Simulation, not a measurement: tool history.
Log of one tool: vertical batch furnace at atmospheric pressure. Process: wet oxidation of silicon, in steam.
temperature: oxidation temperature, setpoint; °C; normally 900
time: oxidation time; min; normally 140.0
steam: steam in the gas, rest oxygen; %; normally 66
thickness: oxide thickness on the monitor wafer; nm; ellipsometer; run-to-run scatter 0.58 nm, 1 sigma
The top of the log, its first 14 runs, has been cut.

run    hour  temperature   time  steam  read-back reference wafer on the same gauge, thickness  thickness
      780.3  -- gauge calibrated
 15   823.6          900  140.0     66                                                  206.94     246.01
 16   869.1          900  140.0     66                                                  206.82     244.74
 17   926.5          900  140.0     66                                                  206.97     245.36
 18   968.7          900  140.0     66                                                  207.10     245.30
 19  1025.1          900  179.5     66                                                  207.04     300.76
 20  1078.9          900  140.0     55                                                  207.04     211.76
 21  1138.2          908   91.0     56                                                  206.97     165.26
 22  1176.5          885  181.5     66                                                  206.99     251.24
 23  1224.6          888  140.0     61                                                  207.10     196.94
 24  1253.5          900  140.0     72                                                  206.97     263.19
 25  1309.6          900  206.5     66                                                  206.94     335.90
 26  1335.5          909  140.0     71                                                  206.95     290.27
 27  1401.9          876  196.0     71                                                  206.95     250.17
 28  1440.1          900  140.0     66                                                  207.05     245.65
     1498.1  -- steam generator serviced
 29  1637.2          900  140.0     66                                                  207.16     245.98
 30  1673.4          900  185.5     66                                                  206.97     308.72
 31  1741.9          891  140.0     66                                                  206.95     218.63
 32  1771.6          900  119.0     72                                                  206.82     231.72

What will run 33 give?
 33  1805.4          924  100.5     70                                                       ?          ?

{"run 33": {"read-back reference wafer on the same gauge, thickness": 206.99, "thickness": 256.97}}
With no hidden state in the tool, this same run would have given thickness 256.97 nm.
